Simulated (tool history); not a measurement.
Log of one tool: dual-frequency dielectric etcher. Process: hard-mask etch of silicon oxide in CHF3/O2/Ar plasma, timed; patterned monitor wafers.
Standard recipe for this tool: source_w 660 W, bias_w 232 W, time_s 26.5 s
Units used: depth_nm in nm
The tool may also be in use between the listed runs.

run	day	source_w	bias_w	time_s	wafers since the last listed run	hours since the last wet clean	hours since the last source power generator calibration	hours since the last bias power generator calibration	hours since the last upper electrode change	hours since the gauge calibration	read-back reference wafer on the same gauge, depth_nm	depth_nm
1	0.000	710	232	26.5	0	126.5	1513.3	3599.7	2498.2	223.7	55.2	60.3
2	1.092	660	232	26.5	498	152.7	1539.5	3625.9	2524.4	249.9	55.3	59.0
3	2.154	660	232	26.5	485	178.2	1565.0	3651.4	2549.9	275.4	55.2	59.0
4	3.271	660	188	26.5	510	205.0	1591.8	3678.2	2576.7	302.2	55.3	57.0
5	4.225	660	188	26.5	436	227.9	1614.7	3701.1	2599.6	325.1	55.3	56.8
6	5.071	660	232	26.5	386	248.2	1635.0	3721.4	2619.9	345.4	55.4	59.4
7	6.088	570	232	22.5	464	272.6	1659.4	3745.8	2644.3	369.8	55.3	48.2
# day 6.692: source power generator calibrated
8	7.179	570	232	22.5	422	298.8	11.7	3772.0	2670.5	396.0	55.2	48.3
9	8.212	550	232	26.5	472	323.6	36.5	3796.8	2695.3	420.8	55.3	56.2
# day 8.900: bias power generator calibrated
10	9.325	550	232	26.5	432	350.3	63.2	10.2	2722.0	447.5	55.2	56.8
11	10.058	660	232	26.5	335	367.9	80.8	27.8	2739.6	465.1	55.3	59.9
12	11.225	660	232	26.5	533	395.9	108.8	55.8	2767.6	493.1	55.4	60.0
13	11.854	660	232	26.5	287	411.0	123.9	70.9	2782.7	508.2	55.2	59.8
14	13.300	660	195	22.0	660	445.7	158.6	105.6	2817.4	542.9	55.3	48.0
# day 14.625: upper electrode replaced
# day 15.529: wet clean of the chamber
15	15.550	660	232	26.5	158	0.5	212.6	159.6	22.2	596.9	55.3	58.0
16	15.562	660	262	21.0	5	0.8	212.9	159.9	22.5	597.2	55.3	47.1
17	15.679	660	232	20.0	53	3.6	215.7	162.7	25.3	600.0	55.3	43.9
18	16.512	730	260	26.5	380	23.6	235.7	182.7	45.3	620.0	55.3	61.2
19	17.100	570	232	22.5	268	37.7	249.8	196.8	59.4	634.1	55.3	47.2
20	18.121	780	210	26.5	466	62.2	274.3	221.3	83.9	658.6	55.3	60.2
21	19.446	800	189	31.0	605	94.0	306.1	253.1	115.7	690.4	55.3	69.8
22	20.571	780	210	26.5	514	121.0	333.1	280.1	142.7	717.4	55.2	60.3
# day 21.208: gauge calibrated
23	21.538	660	253	33.5	441	144.2	356.3	303.3	165.9	7.9	55.3	74.7
24	22.125	660	184	26.5	268	158.3	370.4	317.4	180.0	22.0	55.3	56.0
25	23.050	660	232	26.5	422	180.5	392.6	339.6	202.2	44.2	55.2	58.6
26	23.808	660	287	26.5	346	198.7	410.8	357.8	220.4	62.4	55.3	61.4
27	24.658	660	232	26.5	388	219.1	431.2	378.2	240.8	82.8	55.3	59.0
28	25.704	660	232	26.5	477	244.2	456.3	403.3	265.9	107.9	55.3	58.4
29	27.071	660	232	26.5	624	277.0	489.1	436.1	298.7	140.7	55.3	59.0
30	28.142	590	232	33.0	489	302.7	514.8	461.8	324.4	166.4	55.4	71.6

For each entry between runs, how does the tool's hidden state at the last listed run before it compare with that at the first listed run after it?
In the gap between runs 7 and 8: source power generator calibrated (day 6.692)
  etch rate over this chamber's usual, %: 2.16 -> 2.31
  measured value less the no-hidden-state value, depth_nm: +1.0 -> +1.1 nm
In the gap between runs 9 and 10: bias power generator calibrated (day 8.900)
  etch rate over this chamber's usual, %: 2.45 -> 2.6
  measured value less the no-hidden-state value, depth_nm: +1.3 -> +1.5 nm
In the gap between runs 14 and 15: upper electrode replaced (day 14.625); wet clean of the chamber (day 15.529)
  etch rate over this chamber's usual, %: 3.13 -> -0.0577
  measured value less the no-hidden-state value, depth_nm: +1.5 -> +0.0 nm
In the gap between runs 22 and 23: gauge calibrated (day 21.208)
  etch rate over this chamber's usual, %: 0.62 -> 0.751
  measured value less the no-hidden-state value, depth_nm: +0.3 -> +0.5 nm
